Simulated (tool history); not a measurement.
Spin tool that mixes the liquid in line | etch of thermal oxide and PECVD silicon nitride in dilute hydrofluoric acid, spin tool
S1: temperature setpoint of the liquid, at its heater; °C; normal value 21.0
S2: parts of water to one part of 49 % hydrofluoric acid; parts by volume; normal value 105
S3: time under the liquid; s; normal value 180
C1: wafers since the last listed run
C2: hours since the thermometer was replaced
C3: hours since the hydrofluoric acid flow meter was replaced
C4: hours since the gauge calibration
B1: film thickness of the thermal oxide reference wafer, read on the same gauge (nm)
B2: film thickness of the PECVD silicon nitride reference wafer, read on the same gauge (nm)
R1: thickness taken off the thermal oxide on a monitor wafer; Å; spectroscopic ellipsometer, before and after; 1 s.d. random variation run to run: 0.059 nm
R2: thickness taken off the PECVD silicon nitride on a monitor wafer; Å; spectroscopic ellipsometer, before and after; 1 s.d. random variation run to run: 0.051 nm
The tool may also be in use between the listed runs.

| run | day | S1 | S2 | S3 | C1 | C2 | C3 | C4 | B1 | B2 | R1 | R2 |
|---|---|---|---|---|---|---|---|---|---|---|---|---|
| 1 | 0.000 | 17.0 | 105 | 180 | 0 | 1452.8 | 1264.7 | 557.5 | 109.99 | 80.00 | 54.4 | 35.9 |
| 2 | 1.971 | 17.0 | 105 | 180 | 327 | 1500.1 | 1312.0 | 604.8 | 110.01 | 80.00 | 53.7 | 35.9 |
|  | 3.188 | gauge calibrated |
| 3 | 3.575 | 17.0 | 105 | 180 | 266 | 1538.6 | 1350.5 | 9.3 | 110.00 | 80.03 | 54.5 | 35.7 |
| 4 | 6.246 | 21.0 | 105 | 180 | 444 | 1602.7 | 1414.6 | 73.4 | 110.02 | 79.99 | 62.6 | 46.4 |
| 5 | 9.346 | 21.0 | 105 | 180 | 515 | 1677.1 | 1489.0 | 147.8 | 110.01 | 80.01 | 63.5 | 46.2 |
| 6 | 11.854 | 21.0 | 105 | 180 | 417 | 1737.3 | 1549.2 | 208.0 | 109.99 | 80.00 | 62.5 | 46.5 |
| 7 | 13.725 | 23.0 | 105 | 180 | 311 | 1782.2 | 1594.1 | 252.9 | 110.01 | 80.00 | 66.3 | 52.8 |
| 8 | 14.829 | 23.0 | 105 | 180 | 183 | 1808.7 | 1620.6 | 279.4 | 110.02 | 79.98 | 66.5 | 52.1 |
| 9 | 16.950 | 21.0 | 75 | 140 | 352 | 1859.6 | 1671.5 | 330.3 | 109.99 | 80.01 | 71.2 | 48.3 |
| 10 | 18.846 | 17.0 | 105 | 180 | 315 | 1905.1 | 1717.0 | 375.8 | 110.00 | 80.02 | 52.5 | 34.8 |
|  | 20.129 | hydrofluoric acid flow meter replaced |
| 11 | 20.162 | 18.5 | 55 | 180 | 212 | 1936.7 | 0.8 | 407.4 | 109.99 | 80.01 | 125.9 | 79.8 |
| 12 | 23.021 | 21.0 | 105 | 180 | 475 | 2005.3 | 69.4 | 476.0 | 110.00 | 80.00 | 69.7 | 51.2 |
|  | 23.321 | thermometer replaced |
|  | 24.533 | gauge calibrated |
| 13 | 25.350 | 24.0 | 105 | 180 | 380 | 48.7 | 125.3 | 19.6 | 110.01 | 80.03 | 77.1 | 61.8 |
| 14 | 29.071 | 19.5 | 130 | 180 | 618 | 138.0 | 214.6 | 108.9 | 109.98 | 79.96 | 50.9 | 36.3 |
| 15 | 30.971 | 21.0 | 75 | 180 | 315 | 183.6 | 260.2 | 154.5 | 110.01 | 80.03 | 99.6 | 70.0 |
| 16 | 32.267 | 24.5 | 90 | 100 | 215 | 214.7 | 291.3 | 185.6 | 110.00 | 80.01 | 52.2 | 40.6 |

3 ways to go on from here, each from the tool as it stands after run 16. What would each give?
| A | 32.288 | 21.0 | 105 | 180 | 3 | 215.2 | 291.8 | 186.1 | ? | ? | ? | ? |
| B | 32.288 | 18.0 | 140 | 125 | 3 | 215.2 | 291.8 | 186.1 | ? | ? | ? | ? |
| C | 32.288 | 21.0 | 90 | 180 | 3 | 215.2 | 291.8 | 186.1 | ? | ? | ? | ? |

| run | B1 | B2 | R1 | R2 |
|---|---|---|---|---|
| A | 110.01 | 79.98 | 68.5 | 50.1 |
| B | 110.01 | 79.98 | 30.4 | 21.4 |
| C | 110.01 | 79.98 | 81.4 | 58.2 |
Without the tool's unlogged condition, the same runs would have read:
| run | R1 | R2 |
|---|---|---|
| A | 71.3 | 51.8 |
| B | 31.7 | 22.2 |
| C | 84.6 | 60.2 |

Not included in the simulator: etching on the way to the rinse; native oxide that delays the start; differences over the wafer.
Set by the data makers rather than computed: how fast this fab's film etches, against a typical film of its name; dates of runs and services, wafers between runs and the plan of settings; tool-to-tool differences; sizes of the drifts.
